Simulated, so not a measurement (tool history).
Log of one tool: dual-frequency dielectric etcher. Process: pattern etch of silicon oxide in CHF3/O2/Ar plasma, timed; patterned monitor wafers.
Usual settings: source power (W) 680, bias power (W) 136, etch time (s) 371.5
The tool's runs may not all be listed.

run    hour  source power (W)  bias power (W)  etch time (s)  read-back reference wafer on the same gauge, depth_nm  mean etch depth across the wafer (angstrom)
  1     0.0               680             136          371.5                                                  584.4                                         6780
  2    29.6               680             136          371.5                                                  585.0                                         6755
  3    55.8               680             136          371.5                                                  583.5                                         6789
  4    86.3               680             136          371.5                                                  584.1                                         6823
  5   144.2               680             120          371.5                                                  583.4                                         6691
  6   193.4               720             113          371.5                                                  584.0                                         6779
  7   217.4               680             136          371.5                                                  583.7                                         6911
      314.2  -- source power generator calibrated
  8   393.0               770             157          371.5                                                  583.5                                         7490
  9   437.7               680             136          371.5                                                  583.9                                         7008
 10   470.8               680             136          371.5                                                  583.0                                         7024
      537.6  -- wet clean of the chamber
      556.4  -- upper electrode replaced
 11   556.9               680             136          371.5                                                  583.7                                         6723
 12   569.1               680             163          371.5                                                  584.4                                         7044
 13   610.1               680             136          371.5                                                  583.0                                         6708
 14   663.8               680             136          371.5                                                  584.7                                         6817
 15   724.3               780             167          420.5                                                  583.7                                         8549
 16   756.5               760             121          316.0                                                  583.0                                         5912
 17   808.1               740             159          261.0                                                  583.4                                         5135
 18   961.3               680             115          371.5                                                  583.8                                         6676
 19  1032.8               580             105          311.0                                                  584.2                                         5243
     1063.3  -- bias power generator calibrated
 20  1065.6               680             136          371.5                                                  583.8                                         7074
 21  1106.7               770             166          478.0                                                  583.3                                         9927
     1112.9  -- gauge calibrated
     1142.7  -- wet clean of the chamber
 22  1168.3               530             145          371.5                                                  583.5                                         6364
 23  1236.9               590             169          483.0                                                  584.2                                         8895
 24  1266.7               570             136          410.5                                                  582.7                                         7156
 25  1431.1               810             136          279.0                                                  584.1                                         5470
 26  1482.6               520             136          443.0                                                  583.5                                         7595
 27  1553.7               580             114          297.5                                                  583.5                                         5101
 28  1614.0               680             136          371.5                                                  583.0                                         6978
     1685.9  -- wet clean of the chamber
 29  1686.4               680             122          468.5                                                  583.4                                         8322
 30  1719.9               520             136          443.0                                                  583.8                                         7424

4 ways to go on from here, each from the tool as it stands after run 30. What would each give?
  A  1720.4               680             136          371.5                                                      ?                                            ?
  B  1720.4               730             115          371.5                                                      ?                                            ?
  C  1720.4               680             105          332.0                                                      ?                                            ?
  D  1720.4               680             167          371.5                                                      ?                                            ?

run  read-back reference wafer on the same gauge, depth_nm  mean etch depth across the wafer (angstrom)
  A                                                  584.0                                         6808
  B                                                  584.0                                         6726
  C                                                  584.0                                         5761
  D                                                  584.0                                         7144
Without the tool's hidden state the same runs would have given:
run  mean etch depth across the wafer (angstrom)
  A                                         6762
  B                                         6680
  C                                         5722
  D                                         7095
